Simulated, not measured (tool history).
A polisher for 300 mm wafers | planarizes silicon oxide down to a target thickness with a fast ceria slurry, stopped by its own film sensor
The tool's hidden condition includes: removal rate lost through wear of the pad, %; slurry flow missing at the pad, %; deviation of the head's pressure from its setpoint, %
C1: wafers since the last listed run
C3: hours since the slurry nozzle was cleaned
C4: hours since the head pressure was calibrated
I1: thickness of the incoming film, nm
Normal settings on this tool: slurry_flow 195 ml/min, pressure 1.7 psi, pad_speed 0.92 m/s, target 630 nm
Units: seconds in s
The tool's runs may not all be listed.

{"run": 1, "hour": 0.0, "slurry_flow": 195, "pressure": 1.7, "pad_speed": 0.92, "target": 630, "C1": 0, "wafers polished on this pad": 634, "C3": 593.4, "C4": 1347.4, "I1": 1205.4, "seconds": 59.8}
{"run": 2, "hour": 13.7, "slurry_flow": 195, "pressure": 1.7, "pad_speed": 0.92, "target": 630, "C1": 171, "wafers polished on this pad": 806, "C3": 607.1, "C4": 1361.1, "I1": 1254.7, "seconds": 64.7}
{"hour": 31.1, "done": "worn pad replaced by a new one"}
{"run": 3, "hour": 31.6, "slurry_flow": 195, "pressure": 1.7, "pad_speed": 0.92, "target": 630, "C1": 174, "wafers polished on this pad": 6, "C3": 625, "C4": 1379, "I1": 1231.5, "seconds": 59.5}
{"run": 4, "hour": 47.2, "slurry_flow": 195, "pressure": 1.7, "pad_speed": 0.92, "target": 630, "C1": 195, "wafers polished on this pad": 202, "C3": 640.6, "C4": 1394.6, "I1": 1224.3, "seconds": 61.5}
{"run": 5, "hour": 59.4, "slurry_flow": 195, "pressure": 1.7, "pad_speed": 0.92, "target": 630, "C1": 152, "wafers polished on this pad": 354, "C3": 652.8, "C4": 1406.8, "I1": 1231.7, "seconds": 62.6}
{"run": 6, "hour": 71.4, "slurry_flow": 195, "pressure": 1.7, "pad_speed": 0.92, "target": 630, "C1": 150, "wafers polished on this pad": 505, "C3": 664.8, "C4": 1418.8, "I1": 1213.3, "seconds": 60.3}
{"run": 7, "hour": 88.1, "slurry_flow": 195, "pressure": 1.9, "pad_speed": 0.92, "target": 511, "C1": 209, "wafers polished on this pad": 714, "C3": 681.5, "C4": 1435.5, "I1": 1248, "seconds": 70.8}
{"run": 8, "hour": 99.8, "slurry_flow": 195, "pressure": 1.9, "pad_speed": 0.92, "target": 511, "C1": 146, "wafers polished on this pad": 860, "C3": 693.2, "C4": 1447.2, "I1": 1235.7, "seconds": 70.2}
{"hour": 110.5, "done": "worn pad replaced by a new one"}
{"run": 9, "hour": 115.0, "slurry_flow": 195, "pressure": 1.9, "pad_speed": 0.92, "target": 511, "C1": 140, "wafers polished on this pad": 56, "C3": 708.4, "C4": 1462.4, "I1": 1241.9, "seconds": 72.7}
{"run": 10, "hour": 121.0, "slurry_flow": 195, "pressure": 1.7, "pad_speed": 0.92, "target": 630, "C1": 75, "wafers polished on this pad": 131, "C3": 714.4, "C4": 1468.4, "I1": 1241, "seconds": 66.6}
{"hour": 135.4, "done": "head pressure recalibrated"}
{"run": 11, "hour": 137.9, "slurry_flow": 195, "pressure": 1.7, "pad_speed": 0.92, "target": 630, "C1": 186, "wafers polished on this pad": 318, "C3": 731.3, "C4": 2.5, "I1": 1240.6, "seconds": 68.5}
{"hour": 151.2, "done": "worn pad replaced by a new one, repeated, since the last time left the tool worse"}
{"hour": 153.9, "done": "slurry nozzle cleaned"}
{"run": 12, "hour": 154.4, "slurry_flow": 195, "pressure": 1.7, "pad_speed": 0.92, "target": 630, "C1": 144, "wafers polished on this pad": 27, "C3": 0.5, "C4": 19, "I1": 1244.8, "seconds": 61.8}
{"run": 13, "hour": 166.5, "slurry_flow": 145, "pressure": 1.4, "pad_speed": 0.92, "target": 429, "C1": 151, "wafers polished on this pad": 179, "C3": 12.6, "C4": 31.1, "I1": 1246.5, "seconds": 96.6}
{"run": 14, "hour": 179.9, "slurry_flow": 145, "pressure": 1.4, "pad_speed": 0.92, "target": 429, "C1": 167, "wafers polished on this pad": 347, "C3": 26, "C4": 44.5, "I1": 1213.8, "seconds": 93.5}
{"run": 15, "hour": 191.5, "slurry_flow": 195, "pressure": 1.7, "pad_speed": 0.92, "target": 630, "C1": 145, "wafers polished on this pad": 492, "C3": 37.6, "C4": 56.1, "I1": 1226.2, "seconds": 61.7}
{"run": 16, "hour": 209.1, "slurry_flow": 195, "pressure": 1.7, "pad_speed": 0.66, "target": 630, "C1": 220, "wafers polished on this pad": 713, "C3": 55.2, "C4": 73.7, "I1": 1221.9, "seconds": 85.5}
{"run": 17, "hour": 217.8, "slurry_flow": 195, "pressure": 1.7, "pad_speed": 0.68, "target": 420, "C1": 108, "wafers polished on this pad": 821, "C3": 63.9, "C4": 82.4, "I1": 1225.3, "seconds": 112.4}
{"run": 18, "hour": 226.0, "slurry_flow": 145, "pressure": 1.4, "pad_speed": 0.92, "target": 429, "C1": 102, "wafers polished on this pad": 924, "C3": 72.1, "C4": 90.6, "I1": 1236.2, "seconds": 98.1}
{"run": 19, "hour": 238.1, "slurry_flow": 175, "pressure": 2.2, "pad_speed": 1.1, "target": 826, "C1": 151, "wafers polished on this pad": 1076, "C3": 84.2, "C4": 102.7, "I1": 1234.3, "seconds": 30.7}
{"hour": 254.7, "done": "worn pad replaced by a new one"}
{"run": 20, "hour": 256.0, "slurry_flow": 165, "pressure": 1.7, "pad_speed": 0.92, "target": 708, "C1": 174, "wafers polished on this pad": 16, "C3": 102.1, "C4": 120.6, "I1": 1220.3, "seconds": 52.9}
{"run": 21, "hour": 272.9, "slurry_flow": 195, "pressure": 1.4, "pad_speed": 0.92, "target": 630, "C1": 211, "wafers polished on this pad": 228, "C3": 119, "C4": 137.5, "I1": 1237.6, "seconds": 69.5}
{"run": 22, "hour": 282.1, "slurry_flow": 195, "pressure": 1.7, "pad_speed": 0.92, "target": 449, "C1": 115, "wafers polished on this pad": 343, "C3": 128.2, "C4": 146.7, "I1": 1223.3, "seconds": 80.5}

Each row is a separate what-if for the run after 22, all from the same tool condition, not one after another. Results?
{"run": "A", "hour": 282.5, "slurry_flow": 195, "pressure": 1.7, "pad_speed": 0.68, "target": 630, "C1": 5, "wafers polished on this pad": 348, "C3": 128.6, "C4": 147.1, "I1": 1248.3, "seconds": "?"}
{"run": "B", "hour": 282.5, "slurry_flow": 220, "pressure": 1.7, "pad_speed": 0.78, "target": 630, "C1": 5, "wafers polished on this pad": 348, "C3": 128.6, "C4": 147.1, "I1": 1248.3, "seconds": "?"}
{"run": "C", "hour": 282.5, "slurry_flow": 195, "pressure": 1.7, "pad_speed": 0.92, "target": 801, "C1": 5, "wafers polished on this pad": 348, "C3": 128.6, "C4": 147.1, "I1": 1248.3, "seconds": "?"}
{"run": "D", "hour": 282.5, "slurry_flow": 195, "pressure": 1.5, "pad_speed": 0.68, "target": 630, "C1": 5, "wafers polished on this pad": 348, "C3": 128.6, "C4": 147.1, "I1": 1248.3, "seconds": "?"}
{"run": "E", "hour": 282.5, "slurry_flow": 195, "pressure": 2, "pad_speed": 0.64, "target": 439, "C1": 5, "wafers polished on this pad": 348, "C3": 128.6, "C4": 147.1, "I1": 1248.3, "seconds": "?"}

run=A seconds=87.7
run=B seconds=75.7
run=C seconds=46.9
run=D seconds=94.8
run=E seconds=109.5
With the hidden condition removed and each run's random variation left untouched, the same runs would have given:
run=A seconds=84.9
run=B seconds=73.3
run=C seconds=45.4
run=D seconds=91.8
run=E seconds=106
